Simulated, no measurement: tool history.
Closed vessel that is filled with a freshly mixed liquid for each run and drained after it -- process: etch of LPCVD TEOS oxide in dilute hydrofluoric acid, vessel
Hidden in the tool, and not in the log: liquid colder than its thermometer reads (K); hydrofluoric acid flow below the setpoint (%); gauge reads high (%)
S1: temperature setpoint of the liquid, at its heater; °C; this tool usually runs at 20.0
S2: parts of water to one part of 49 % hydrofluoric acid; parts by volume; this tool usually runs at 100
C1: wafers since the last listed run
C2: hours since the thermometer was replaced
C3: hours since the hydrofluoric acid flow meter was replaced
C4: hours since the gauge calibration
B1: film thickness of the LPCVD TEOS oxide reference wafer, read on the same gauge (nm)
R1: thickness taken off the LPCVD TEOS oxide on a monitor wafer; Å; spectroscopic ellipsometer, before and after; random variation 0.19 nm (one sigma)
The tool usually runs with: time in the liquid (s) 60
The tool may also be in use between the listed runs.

Run 1, hour 0.0: usual settings; C1 0; C2 1867.3; C3 552.2; C4 397.6; B1 79.99. Result: R1 222.2 Å.
Run 2, hour 17.8: usual settings but time in the liquid (s) 90; C1 2621; C2 1885.1; C3 570.0; C4 415.4; B1 80.00. Result: R1 321.9 Å.
Run 3, hour 74.7: usual settings but time in the liquid (s) 90; C1 8380; C2 1942.0; C3 626.9; C4 472.3; B1 79.96. Result: R1 325.8 Å.
Run 4, hour 110.5: usual settings but S1 23.5 °C; C1 5273; C2 1977.8; C3 662.7; C4 508.1; B1 80.02. Result: R1 254.1 Å.
Run 5, hour 124.5: usual settings but S1 23.5 °C; C1 2062; C2 1991.8; C3 676.7; C4 522.1; B1 79.97. Result: R1 252.9 Å.
At hour 154.6: gauge calibrated.
Run 6, hour 154.8: usual settings but S1 23.5 °C; C1 4462; C2 2022.1; C3 707.0; C4 0.2; B1 79.97. Result: R1 254.4 Å.
Run 7, hour 170.4: usual settings; C1 2297; C2 2037.7; C3 722.6; C4 15.8; B1 79.97. Result: R1 217.7 Å.
Run 8, hour 192.8: usual settings; C1 3299; C2 2060.1; C3 745.0; C4 38.2; B1 79.97. Result: R1 222.0 Å.
Run 9, hour 224.5: usual settings but S2 70 parts by volume; C1 4669; C2 2091.8; C3 776.7; C4 69.9; B1 80.02. Result: R1 322.6 Å.
Run 10, hour 250.2: usual settings but time in the liquid (s) 80; C1 3785; C2 2117.5; C3 802.4; C4 95.6; B1 80.00. Result: R1 289.3 Å.
At hour 271.4: thermometer replaced.
Run 11, hour 327.2: usual settings; C1 11194; C2 55.8; C3 879.4; C4 172.6; B1 80.01. Result: R1 234.7 Å.
Run 12, hour 344.0: usual settings but S1 17.0 °C, S2 150 parts by volume, time in the liquid (s) 80; C1 2474; C2 72.6; C3 896.2; C4 189.4; B1 80.01. Result: R1 172.8 Å.
Run 13, hour 373.1: usual settings but S2 130 parts by volume, time in the liquid (s) 75; C1 4286; C2 101.7; C3 925.3; C4 218.5; B1 80.00. Result: R1 215.1 Å.
At hour 393.8: hydrofluoric acid flow meter replaced.
Run 14, hour 401.2: usual settings but S1 24.0 °C; C1 3991; C2 129.8; C3 7.4; C4 246.6; B1 79.98. Result: R1 275.9 Å.
Run 15, hour 420.3: usual settings but S2 150 parts by volume; C1 2813; C2 148.9; C3 26.5; C4 265.7; B1 79.99. Result: R1 147.4 Å.
Run 16, hour 442.5: usual settings but S2 145 parts by volume; C1 3269; C2 171.1; C3 48.7; C4 287.9; B1 80.00. Result: R1 150.8 Å.
Run 17, hour 458.5: usual settings; C1 2356; C2 187.1; C3 64.7; C4 303.9; B1 79.98. Result: R1 229.4 Å.
Run 18, hour 474.6: usual settings; C1 2371; C2 203.2; C3 80.8; C4 320.0; B1 79.99. Result: R1 231.0 Å.
Run 19, hour 495.6: usual settings but S1 25.0 °C, time in the liquid (s) 70; C1 3093; C2 224.2; C3 101.8; C4 341.0; B1 79.98. Result: R1 332.4 Å.
Run 20, hour 520.3: usual settings but S1 17.5 °C, S2 140 parts by volume; C1 3638; C2 248.9; C3 126.5; C4 365.7; B1 80.03. Result: R1 144.2 Å.
Run 21, hour 538.9: usual settings but S1 23.5 °C, S2 85 parts by volume, time in the liquid (s) 40; C1 2739; C2 267.5; C3 145.1; C4 384.3; B1 79.99. Result: R1 215.7 Å.
Run 22, hour 555.4: usual settings; C1 2430; C2 284.0; C3 161.6; C4 400.8; B1 79.99. Result: R1 230.8 Å.

Forecast run 23:
Run 23, hour 570.9: usual settings but S1 18.0 °C, time in the liquid (s) 90; C1 2283; C2 299.5; C3 177.1; C4 416.3; B1 ?. Result: R1 ?.

B1: 80.01
R1: 319.9 Å
Had the tool carried no hidden state, the very same run would have given R1 324.0 Å.

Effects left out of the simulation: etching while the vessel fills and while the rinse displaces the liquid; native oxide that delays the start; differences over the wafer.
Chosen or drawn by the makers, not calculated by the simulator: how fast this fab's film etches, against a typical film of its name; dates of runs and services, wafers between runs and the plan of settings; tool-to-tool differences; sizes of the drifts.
